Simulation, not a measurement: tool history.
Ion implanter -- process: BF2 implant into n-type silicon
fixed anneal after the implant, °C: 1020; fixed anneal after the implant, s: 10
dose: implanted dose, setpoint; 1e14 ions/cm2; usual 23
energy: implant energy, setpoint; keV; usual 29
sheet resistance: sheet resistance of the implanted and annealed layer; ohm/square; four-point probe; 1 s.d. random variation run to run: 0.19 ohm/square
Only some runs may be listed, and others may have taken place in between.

run,hour,dose,energy,"read-back reference wafer on the same gauge, sheet resistance",sheet resistance
1,0,23,29,103.77,128.57
2,21.2,23,29,103.9,128.42
3,50.5,23,29,103.99,129.1
4,71.5,23,29,104.06,128.97
5,84.7,23,29,104.1,128.78
6,114.1,23,25,104.22,139.26
7,137.6,23,25,104.3,139.43
8,165.8,23,25,104.24,139.22
9,186.7,20.12,29,104.28,129.96
# hour 216.3: extraction supply calibrated
10,216.8,18.01,29,104.38,131.5
11,235.5,23,29,104.28,129.29
12,250.3,23,23.5,104.3,144.08
13,275.4,23,20.5,104.3,153.86
# hour 300.7: gauge calibrated
14,301.2,19.11,23.5,103.19,144.44
# hour 332: Faraday cup replaced and dose calibrated
15,332.5,17.95,29,103.5,130.94
16,348.8,23,29,103.61,128.36
17,378.5,20.68,29,103.84,129.55
18,397.4,29.53,32,103.94,120.72
19,426.8,23,22,104.04,148.28
20,443.2,23,34,104.15,118.42
21,462.8,23,26.5,104.23,134.78

Alternative continuations, all from the tool just after run 21; predict every row:
A,463.2,17.93,29,?,?
B,463.2,29.31,23.5,?,?
C,463.2,28.61,29,?,?
D,463.2,29.75,19.5,?,?

run,"read-back reference wafer on the same gauge, sheet resistance",sheet resistance
A,104.16,131.32
B,104.16,141.09
C,104.16,127.27
D,104.16,153.78
The same runs, with their run-to-run variation unchanged, on a tool lacking any hidden condition would have given:
run,sheet resistance
A,129.85
B,139.51
C,125.85
D,152.07

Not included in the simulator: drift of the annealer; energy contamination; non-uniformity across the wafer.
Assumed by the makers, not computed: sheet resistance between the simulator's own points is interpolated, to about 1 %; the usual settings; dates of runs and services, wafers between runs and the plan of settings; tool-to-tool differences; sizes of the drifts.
